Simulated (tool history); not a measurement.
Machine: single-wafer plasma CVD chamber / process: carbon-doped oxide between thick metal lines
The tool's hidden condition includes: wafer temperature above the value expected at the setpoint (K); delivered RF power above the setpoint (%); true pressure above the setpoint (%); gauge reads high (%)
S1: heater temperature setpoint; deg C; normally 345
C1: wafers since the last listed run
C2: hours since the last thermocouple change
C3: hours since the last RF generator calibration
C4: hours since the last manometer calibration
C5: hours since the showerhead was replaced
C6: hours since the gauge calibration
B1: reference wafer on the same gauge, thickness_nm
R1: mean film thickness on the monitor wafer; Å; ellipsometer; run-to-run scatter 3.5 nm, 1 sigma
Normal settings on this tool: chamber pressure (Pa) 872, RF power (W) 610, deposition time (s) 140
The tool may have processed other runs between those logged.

{"run": 1, "hour": 0.0, "S1": 351, "chamber pressure (Pa)": 872, "RF power (W)": 610, "deposition time (s)": 140, "C1": 0, "C2": 790.2, "C3": 1134.6, "C4": 2744.9, "C5": 3697.7, "C6": 491.9, "B1": 883.328, "R1": 7754.62}
{"run": 2, "hour": 8.2, "S1": 337, "chamber pressure (Pa)": 1005, "RF power (W)": 610, "deposition time (s)": 140, "C1": 87, "C2": 798.4, "C3": 1142.8, "C4": 2753.1, "C5": 3705.9, "C6": 500.1, "B1": 886.257, "R1": 8152.69}
{"run": 3, "hour": 21.2, "S1": 337, "chamber pressure (Pa)": 1005, "RF power (W)": 610, "deposition time (s)": 140, "C1": 139, "C2": 811.4, "C3": 1155.8, "C4": 2766.1, "C5": 3718.9, "C6": 513.1, "B1": 886.015, "R1": 8179.34}
{"run": 4, "hour": 28.4, "S1": 337, "chamber pressure (Pa)": 1005, "RF power (W)": 610, "deposition time (s)": 140, "C1": 77, "C2": 818.6, "C3": 1163, "C4": 2773.3, "C5": 3726.1, "C6": 520.3, "B1": 883.766, "R1": 8169.13}
{"run": 5, "hour": 35.4, "S1": 345, "chamber pressure (Pa)": 739, "RF power (W)": 610, "deposition time (s)": 140, "C1": 75, "C2": 825.6, "C3": 1170, "C4": 2780.3, "C5": 3733.1, "C6": 527.3, "B1": 885.188, "R1": 7820.02}
{"run": 6, "hour": 43.0, "S1": 345, "chamber pressure (Pa)": 872, "RF power (W)": 610, "deposition time (s)": 140, "C1": 81, "C2": 833.2, "C3": 1177.6, "C4": 2787.9, "C5": 3740.7, "C6": 534.9, "B1": 883.459, "R1": 7918.37}
{"run": 7, "hour": 55.7, "S1": 345, "chamber pressure (Pa)": 872, "RF power (W)": 610, "deposition time (s)": 140, "C1": 136, "C2": 845.9, "C3": 1190.3, "C4": 2800.6, "C5": 3753.4, "C6": 547.6, "B1": 886.936, "R1": 7909.55}
{"run": 8, "hour": 68.2, "S1": 345, "chamber pressure (Pa)": 1068, "RF power (W)": 610, "deposition time (s)": 140, "C1": 133, "C2": 858.4, "C3": 1202.8, "C4": 2813.1, "C5": 3765.9, "C6": 560.1, "B1": 887.093, "R1": 7969.46}
{"run": 9, "hour": 84.4, "S1": 345, "chamber pressure (Pa)": 872, "RF power (W)": 610, "deposition time (s)": 140, "C1": 173, "C2": 874.6, "C3": 1219, "C4": 2829.3, "C5": 3782.1, "C6": 576.3, "B1": 886.714, "R1": 7946.95}
{"run": 10, "hour": 96.9, "S1": 345, "chamber pressure (Pa)": 872, "RF power (W)": 550, "deposition time (s)": 140, "C1": 133, "C2": 887.1, "C3": 1231.5, "C4": 2841.8, "C5": 3794.6, "C6": 588.8, "B1": 883.532, "R1": 7368.69}
{"run": 11, "hour": 113.3, "S1": 345, "chamber pressure (Pa)": 872, "RF power (W)": 610, "deposition time (s)": 140, "C1": 175, "C2": 903.5, "C3": 1247.9, "C4": 2858.2, "C5": 3811, "C6": 605.2, "B1": 884.11, "R1": 7867.28}
{"hour": 114.0, "done": "gauge calibrated"}
{"run": 12, "hour": 124.8, "S1": 352, "chamber pressure (Pa)": 872, "RF power (W)": 690, "deposition time (s)": 140, "C1": 123, "C2": 915, "C3": 1259.4, "C4": 2869.7, "C5": 3822.5, "C6": 10.8, "B1": 885.718, "R1": 8266.23}
{"hour": 134.1, "done": "showerhead replaced"}
{"hour": 134.5, "done": "RF generator calibrated"}
{"run": 13, "hour": 140.2, "S1": 345, "chamber pressure (Pa)": 872, "RF power (W)": 500, "deposition time (s)": 162, "C1": 75, "C2": 930.4, "C3": 5.7, "C4": 2885.1, "C5": 6.1, "C6": 26.2, "B1": 886.128, "R1": 8583.37}
{"run": 14, "hour": 155.9, "S1": 355, "chamber pressure (Pa)": 872, "RF power (W)": 610, "deposition time (s)": 162, "C1": 168, "C2": 946.1, "C3": 21.4, "C4": 2900.8, "C5": 21.8, "C6": 41.9, "B1": 882.668, "R1": 9393.5}
{"hour": 167.9, "done": "capacitance manometer re-zeroed and calibrated"}
{"run": 15, "hour": 169.2, "S1": 345, "chamber pressure (Pa)": 872, "RF power (W)": 610, "deposition time (s)": 140, "C1": 56, "C2": 959.4, "C3": 34.7, "C4": 1.3, "C5": 35.1, "C6": 55.2, "B1": 885.143, "R1": 8377.13}
{"run": 16, "hour": 178.1, "S1": 345, "chamber pressure (Pa)": 657, "RF power (W)": 650, "deposition time (s)": 148, "C1": 95, "C2": 968.3, "C3": 43.6, "C4": 10.2, "C5": 44, "C6": 64.1, "B1": 887.716, "R1": 9096.21}
{"run": 17, "hour": 191.6, "S1": 345, "chamber pressure (Pa)": 872, "RF power (W)": 610, "deposition time (s)": 140, "C1": 144, "C2": 981.8, "C3": 57.1, "C4": 23.7, "C5": 57.5, "C6": 77.6, "B1": 886.909, "R1": 8395.12}
{"hour": 203.8, "done": "thermocouple changed; heater temperature recalibrated"}
{"run": 18, "hour": 204.3, "S1": 345, "chamber pressure (Pa)": 872, "RF power (W)": 500, "deposition time (s)": 125, "C1": 50, "C2": 0.5, "C3": 69.8, "C4": 36.4, "C5": 70.2, "C6": 90.3, "B1": 883.144, "R1": 6668.2}
{"run": 19, "hour": 215.3, "S1": 345, "chamber pressure (Pa)": 872, "RF power (W)": 580, "deposition time (s)": 125, "C1": 117, "C2": 11.5, "C3": 80.8, "C4": 47.4, "C5": 81.2, "C6": 101.3, "B1": 884.5, "R1": 7275.22}
{"run": 20, "hour": 232.9, "S1": 345, "chamber pressure (Pa)": 872, "RF power (W)": 610, "deposition time (s)": 140, "C1": 188, "C2": 29.1, "C3": 98.4, "C4": 65, "C5": 98.8, "C6": 118.9, "B1": 883.964, "R1": 8403.13}
{"run": 21, "hour": 246.5, "S1": 345, "chamber pressure (Pa)": 872, "RF power (W)": 610, "deposition time (s)": 140, "C1": 145, "C2": 42.7, "C3": 112, "C4": 78.6, "C5": 112.4, "C6": 132.5, "B1": 884.127, "R1": 8359.78}
{"run": 22, "hour": 253.1, "S1": 345, "chamber pressure (Pa)": 660, "RF power (W)": 610, "deposition time (s)": 140, "C1": 70, "C2": 49.3, "C3": 118.6, "C4": 85.2, "C5": 119, "C6": 139.1, "B1": 886.419, "R1": 8260.1}
{"run": 23, "hour": 263.5, "S1": 341, "chamber pressure (Pa)": 872, "RF power (W)": 710, "deposition time (s)": 140, "C1": 111, "C2": 59.7, "C3": 129, "C4": 95.6, "C5": 129.4, "C6": 149.5, "B1": 884.008, "R1": 9345.33}
{"run": 24, "hour": 273.9, "S1": 354, "chamber pressure (Pa)": 872, "RF power (W)": 610, "deposition time (s)": 140, "C1": 111, "C2": 70.1, "C3": 139.4, "C4": 106, "C5": 139.8, "C6": 159.9, "B1": 885.043, "R1": 8169.73}
{"run": 25, "hour": 287.6, "S1": 345, "chamber pressure (Pa)": 872, "RF power (W)": 610, "deposition time (s)": 140, "C1": 146, "C2": 83.8, "C3": 153.1, "C4": 119.7, "C5": 153.5, "C6": 173.6, "B1": 885.653, "R1": 8455.87}
{"run": 26, "hour": 297.6, "S1": 341, "chamber pressure (Pa)": 872, "RF power (W)": 560, "deposition time (s)": 140, "C1": 107, "C2": 93.8, "C3": 163.1, "C4": 129.7, "C5": 163.5, "C6": 183.6, "B1": 882.562, "R1": 8049.95}

What will run 27 give?
{"run": 27, "hour": 304.9, "S1": 351, "chamber pressure (Pa)": 664, "RF power (W)": 560, "deposition time (s)": 150, "C1": 78, "C2": 101.1, "C3": 170.4, "C4": 137, "C5": 170.8, "C6": 190.9, "B1": "?", "R1": "?"}

{"run 27": {"B1": 886.059, "R1": 8240.07}}
Without the tool's hidden state the same run would have given R1 8304.17 Å.
